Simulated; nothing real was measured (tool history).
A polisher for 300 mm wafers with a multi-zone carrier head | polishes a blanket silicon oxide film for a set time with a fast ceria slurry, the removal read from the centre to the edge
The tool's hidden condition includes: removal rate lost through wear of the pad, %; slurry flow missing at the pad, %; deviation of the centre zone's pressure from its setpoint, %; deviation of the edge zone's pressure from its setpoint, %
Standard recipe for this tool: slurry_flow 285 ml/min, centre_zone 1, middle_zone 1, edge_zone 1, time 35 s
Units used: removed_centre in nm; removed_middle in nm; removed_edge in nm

run,hour,slurry_flow,centre_zone,middle_zone,edge_zone,time,wafers since the last listed run,wafers polished on this pad,hours since the slurry nozzle was cleaned,hours since the centre zone pressure was calibrated,hours since the edge zone pressure was calibrated,hours since the carrier head's membrane was replaced,"incoming thickness of the incoming film, nm",removed_centre,removed_middle,removed_edge
1,0,285,1,1,1,28,0,3704,32.2,754.2,1026.5,528.1,1838.8,393.8,385.8,382.6
2,42.8,265,1,1,1,35,501,4206,75,797,1069.3,570.9,1829.2,475.3,475.2,464.3
3,92.2,265,1,1,1,35,579,4785,124.4,846.4,1118.7,620.3,1822.9,456.9,459.4,448.7
# hour 116: worn pad replaced by a new one
4,149,265,1,1,1,35,619,387,181.2,903.2,1175.5,677.1,1790.7,516.4,512.2,512.6
5,196.7,285,1,1,0.94,35,559,946,228.9,950.9,1223.2,724.8,1792.9,519.4,513.9,496.7
6,300.5,285,1,1,0.94,35,1217,2164,332.7,1054.7,1327,828.6,1773.1,506.6,502.7,499.5
# hour 345.6: edge zone pressure recalibrated
7,360.9,285,1,1,1,35,684,2849,393.1,1115.1,15.3,889,1824.7,500.7,502.2,514.4
8,404.1,285,1,1,1,35,506,3355,436.3,1158.3,58.5,932.2,1823.9,488.2,495.5,506.8
# hour 442.4: slurry nozzle cleaned
# hour 454.6: centre zone pressure recalibrated
9,455.5,285,1,1,1,35,567,3923,13.1,0.9,109.9,983.6,1803.8,484.9,485,472.4
# hour 489.7: worn pad replaced by a new one
# hour 527.5: carrier head's membrane replaced by a new one
10,536.6,285,1,1.04,1,35,845,491,94.2,82,191,9.1,1806.1,529.1,549.6,524.2
11,594.4,385,0.9,1.08,1,35,677,1168,152,139.8,248.8,66.9,1786.4,485.3,584.7,524.1
12,678.9,285,0.93,1.09,1,35,991,2159,236.5,224.3,333.3,151.4,1825.2,472.6,553.5,507.3
13,753.2,285,1,1,1.03,35,871,3031,310.8,298.6,407.6,225.7,1813.5,504.3,497.4,497
14,833,325,1,1,1.11,35,935,3967,390.6,378.4,487.4,305.5,1789.8,498.6,499.6,520.2
# hour 845.4: slurry nozzle cleaned
# hour 904.5: worn pad replaced by a new one, of another model than before
15,910.8,220,1.06,1.11,1,35,853,73,65.4,456.2,565.2,383.3,1800.5,526.9,538.9,520.2
16,949,285,1,1,1,35,448,521,103.6,494.4,603.4,421.5,1783.1,522.2,523.2,514.4
17,1019.3,285,1.03,0.88,1,35,824,1345,173.9,564.7,673.7,491.8,1808.8,531.9,465.6,527.7
18,1121.1,285,1,1,1,35,1193,2539,275.7,666.5,775.5,593.6,1799.4,501.3,515.4,505.7
19,1222.2,230,1.07,1,1,35,1185,3725,376.8,767.6,876.6,694.7,1767.5,499.7,469,467.5
# hour 1312.3: slurry nozzle cleaned
# hour 1358.3: worn pad replaced by a new one
20,1505.6,285,1,1,1,28,3265,1727,193.3,1051,1160,978.1,1814.7,416.9,413.7,414
# hour 1524.5: centre zone pressure recalibrated
21,1554.7,185,1,0.95,1,35,552,2279,242.4,30.2,1209.1,1027.2,1796.8,450.2,444.4,467.4
22,1613.9,285,1,1,0.96,35,694,2974,301.6,89.4,1268.3,1086.4,1822.3,495.2,505.8,501.9
23,1653.3,285,1,1,1,35,462,3436,341,128.8,1307.7,1125.8,1829.3,494.9,497.5,505

Each row is a separate what-if for the run after 23, all from the same tool condition, not one after another. Results?
A,1653.7,285,1,1,1,27,4,3440,341.4,129.2,1308.1,1126.2,1829.1,?,?,?
B,1653.7,350,1,1.04,0.95,26,4,3440,341.4,129.2,1308.1,1126.2,1829.1,?,?,?
C,1653.7,285,1.09,1,1.04,27,4,3440,341.4,129.2,1308.1,1126.2,1829.1,?,?,?

run,removed_centre,removed_middle,removed_edge
A,375.9,385.3,382.5
B,372.5,393.7,366.5
C,409.9,385.1,389.9
Without the tool's hidden state the same runs would have given:
run,removed_centre,removed_middle,removed_edge
A,397.7,407.7,404.8
B,394.1,416.6,387.8
C,433.8,407.5,412.6
